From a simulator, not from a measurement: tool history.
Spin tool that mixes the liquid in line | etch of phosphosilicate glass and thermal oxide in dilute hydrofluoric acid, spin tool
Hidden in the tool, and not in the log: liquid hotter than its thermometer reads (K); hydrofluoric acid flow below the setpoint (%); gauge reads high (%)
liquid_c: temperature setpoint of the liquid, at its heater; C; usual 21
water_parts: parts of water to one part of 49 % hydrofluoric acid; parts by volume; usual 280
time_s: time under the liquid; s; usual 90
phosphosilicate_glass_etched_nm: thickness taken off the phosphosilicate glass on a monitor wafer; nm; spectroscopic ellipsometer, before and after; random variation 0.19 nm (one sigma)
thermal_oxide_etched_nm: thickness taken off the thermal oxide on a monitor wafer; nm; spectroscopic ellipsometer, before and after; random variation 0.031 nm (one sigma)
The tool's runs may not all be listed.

run     day  liquid_c  water_parts  time_s  wafers since the last listed run  hours since the thermometer was replaced  hours since the hydrofluoric acid flow meter was replaced  hours since the gauge calibration  read-back film thickness of the phosphosilicate glass reference wafer, read on the same gauge (nm)  read-back film thickness of the thermal oxide reference wafer, read on the same gauge (nm)  phosphosilicate_glass_etched_nm  thermal_oxide_etched_nm
  1       0        21          280      90                                 0                                     392.8                                                      397.7                              686.7                                                                                               47.48                                                                                     104.372                            19.62                    1.126
  2   2.946        21          280      90                               542                                     463.5                                                      468.4                              757.4                                                                                               47.31                                                                                     104.133                            18.95                    1.138
  3   5.183        21          280      90                               412                                     517.2                                                      522.1                              811.1                                                                                               47.22                                                                                     103.978                            18.88                    1.173
  4   11.75        21          280      90                              1210                                     674.8                                                      679.7                              968.7                                                                                               47.04                                                                                     103.488                            18.76                    1.185
  5  15.279        21          280      90                               650                                     759.5                                                      764.4                             1053.4                                                                                               46.96                                                                                     103.295                            19.02                    1.159
     18.862  -- thermometer replaced
  6  19.371        21          280      90                               746                                      12.2                                                      862.6                             1151.6                                                                                               46.88                                                                                     103.126                               19                     1.15
  7  23.288        21          280      90                               721                                     106.2                                                      956.6                             1245.6                                                                                                46.8                                                                                     102.964                            19.24                    1.127
  8  25.467      19.5          280     115                               401                                     158.5                                                     1008.9                             1297.9                                                                                               46.75                                                                                      102.88                            23.05                    1.374
  9  29.558        21          210      90                               754                                     256.7                                                     1107.1                             1396.1                                                                                               46.69                                                                                     102.749                            27.14                    1.631
 10  32.233        21          210      90                               492                                     320.9                                                     1171.3                             1460.3                                                                                               46.69                                                                                     102.677                            26.97                    1.642
     34.258  -- hydrofluoric acid flow meter replaced
 11  35.712        21          280      90                               633                                     404.4                                                       34.9                             1543.8                                                                                               46.64                                                                                     102.606                             18.8                    1.131
 12    39.3        21          280      35                               661                                     490.5                                                        121                             1629.9                                                                                               46.61                                                                                      102.52                              7.4                    0.441
 13  41.583        19          245      75                               420                                     545.3                                                      175.8                             1684.7                                                                                               46.56                                                                                     102.481                            17.48                     1.04
 14  44.833        21          210      90                               598                                     623.3                                                      253.8                             1762.7                                                                                               46.55                                                                                     102.447                            27.31                    1.632
     47.988  -- thermometer replaced
 15  49.192        21          280     115                               795                                      28.9                                                      358.4                             1867.3                                                                                               46.52                                                                                     102.358                            24.24                    1.409
     49.917  -- gauge calibrated
 16  53.196        21          180      35                               737                                       125                                                      454.5                               78.7                                                                                               49.21                                                                                     108.241                            13.28                    0.821
 17  57.583      24.5          410     135                               808                                     230.3                                                      559.8                                184                                                                                               48.67                                                                                     107.103                            20.37                    1.189
 18  60.929        21          280      90                               616                                     310.6                                                      640.1                              264.3                                                                                                48.3                                                                                     106.279                            19.62                    1.199
 19  65.158        21          280      90                               779                                     412.1                                                      741.6                              365.8                                                                                               47.96                                                                                     105.495                             19.5                    1.139
 20   66.75        21          280      45                               293                                     450.3                                                      779.8                                404                                                                                               47.83                                                                                      105.27                             9.75                    0.582
 21   71.25        21          280      90                               829                                     558.3                                                      887.8                                512                                                                                               47.54                                                                                     104.585                            19.49                    1.182
 22  75.071        21          165     120                               704                                       650                                                      979.5                              603.7                                                                                               47.29                                                                                     104.111                            48.53                    3.074
 23  78.867        21          415      75                               699                                     741.1                                                     1070.6                              694.8                                                                                               47.16                                                                                     103.706                             9.63                    0.574
 24   82.25        21          190     135                               623                                     822.3                                                     1151.8                                776                                                                                               46.99                                                                                     103.412                            46.04                     2.85
     84.083  -- thermometer replaced
     85.879  -- hydrofluoric acid flow meter replaced
 25  86.412        21          280      90                               751                                      55.9                                                       12.8                              875.9                                                                                               46.84                                                                                     103.084                            19.11                    1.115

4 ways to go on from here, each from the tool as it stands after run 25. What would each give?
  A  86.429        21          330      90                                 3                                      56.3                                                       13.2                              876.3                                                                                                   ?                                                                                           ?                                ?                        ?
  B  86.429      17.5          280     145                                 3                                      56.3                                                       13.2                              876.3                                                                                                   ?                                                                                           ?                                ?                        ?
  C  86.429        21          210     105                                 3                                      56.3                                                       13.2                              876.3                                                                                                   ?                                                                                           ?                                ?                        ?
  D  86.429        21          410      50                                 3                                      56.3                                                       13.2                              876.3                                                                                                   ?                                                                                           ?                                ?                        ?

run  read-back film thickness of the phosphosilicate glass reference wafer, read on the same gauge (nm)  read-back film thickness of the thermal oxide reference wafer, read on the same gauge (nm)  phosphosilicate_glass_etched_nm  thermal_oxide_etched_nm
  A                                                                                               46.88                                                                                     103.075                            15.61                    0.959
  B                                                                                               46.88                                                                                     103.075                            27.23                    1.672
  C                                                                                               46.88                                                                                     103.075                            32.04                    1.967
  D                                                                                               46.88                                                                                     103.075                             6.52                      0.4
Without the tool's hidden state the same runs would have given:
run  phosphosilicate_glass_etched_nm  thermal_oxide_etched_nm
  A                            16.66                    1.023
  B                            29.06                    1.784
  C                            34.18                    2.099
  D                             6.95                    0.427
